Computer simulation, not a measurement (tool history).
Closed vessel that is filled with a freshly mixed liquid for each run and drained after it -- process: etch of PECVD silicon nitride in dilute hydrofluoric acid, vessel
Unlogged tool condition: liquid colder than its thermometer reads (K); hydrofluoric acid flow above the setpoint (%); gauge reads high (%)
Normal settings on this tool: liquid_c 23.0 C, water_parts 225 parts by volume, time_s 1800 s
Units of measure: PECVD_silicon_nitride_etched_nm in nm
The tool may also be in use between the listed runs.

run,hour,liquid_c,water_parts,time_s,wafers since the last listed run,hours since the thermometer was replaced,hours since the hydrofluoric acid flow meter was replaced,hours since the gauge calibration,"read-back film thickness of the PECVD silicon nitride reference wafer, read on the same gauge (nm)",PECVD_silicon_nitride_etched_nm
1,0.0,25.5,140,1800,0,1261.4,1246.5,2123.7,111.99,23.19
2,48.1,25.5,140,1800,2558,1309.5,1294.6,2171.8,112.08,22.97
3,110.4,23.0,225,1800,3313,1371.8,1356.9,2234.1,112.22,12.31
4,210.6,23.0,225,1800,5329,1472.0,1457.1,2334.3,112.36,12.31
5,256.7,23.0,225,1800,2452,1518.1,1503.2,2380.4,112.42,12.32
6,313.2,23.0,195,1030,3005,1574.6,1559.7,2436.9,112.54,8.13
# hour 391.9: gauge calibrated
7,408.9,23.0,225,1800,5090,1670.3,1655.4,17.0,110.18,12.03
8,676.9,23.0,225,1800,14255,1938.3,1923.4,285.0,110.21,11.99
9,740.1,23.0,225,1800,3361,2001.5,1986.6,348.2,110.23,12.08
10,791.3,19.0,145,2835,2723,2052.7,2037.8,399.4,110.29,22.40
11,828.5,19.5,225,1800,1978,2089.9,2075.0,436.6,110.25,9.64
12,880.2,26.5,225,1800,2750,2141.6,2126.7,488.3,110.29,14.86
13,938.0,23.0,225,2450,3074,2199.4,2184.5,546.1,110.32,16.30
14,1038.9,23.0,225,1800,5367,2300.3,2285.4,647.0,110.39,12.10
15,1099.6,26.0,225,725,3228,2361.0,2346.1,707.7,110.37,5.82
16,1188.2,19.0,280,1800,4712,2449.6,2434.7,796.3,110.43,7.56
# hour 1232.6: hydrofluoric acid flow meter replaced
17,1255.1,21.0,155,2120,3505,2516.5,22.5,863.2,110.46,17.85
# hour 1347.4: thermometer replaced
18,1354.1,21.5,325,1800,5212,6.7,121.5,962.2,110.56,7.64
19,1421.1,21.5,155,1180,3563,73.7,188.5,1029.2,110.64,10.33
20,1504.2,23.0,120,1800,4420,156.8,271.6,1112.3,110.68,22.53
21,1580.7,27.5,225,1800,4069,233.3,348.1,1188.8,110.72,15.99
22,1680.2,23.0,225,1075,5292,332.8,447.6,1288.3,110.83,7.24
23,1747.5,19.0,320,1525,3579,400.1,514.9,1355.6,110.94,5.64
24,1794.3,23.0,225,1800,2489,446.9,561.7,1402.4,110.97,12.14
25,1900.3,23.0,170,2160,5638,552.9,667.7,1508.4,111.10,19.20
26,1983.4,27.0,275,1800,4420,636.0,750.8,1591.5,111.19,12.69
27,2048.2,19.0,225,2810,3446,700.8,815.6,1656.3,111.25,14.58
28,2135.0,23.0,225,1800,4617,787.6,902.4,1743.1,111.40,12.18
29,2330.4,18.0,260,800,10393,983.0,1097.8,1938.5,111.68,3.44
30,2375.0,23.0,225,1800,2372,1027.6,1142.4,1983.1,111.71,12.19
31,2428.9,23.0,225,1800,2867,1081.5,1196.3,2037.0,111.85,12.19

Give the tool's hidden conditions for every run:
liquid colder than its thermometer reads (K): 0, the same for each run
hydrofluoric acid flow above the setpoint (%): 0, the same for each run
H1: gauge reads high (%)
run,H1
1,1.81
2,1.88
3,1.98
4,2.14
5,2.22
6,2.32
7,0.182
8,0.211
9,0.225
10,0.239
11,0.25
12,0.267
13,0.289
14,0.332
15,0.361
16,0.408
17,0.448
18,0.513
19,0.56
20,0.624
21,0.687
22,0.775
23,0.838
24,0.884
25,0.994
26,1.09
27,1.16
28,1.27
29,1.52
30,1.59
31,1.66
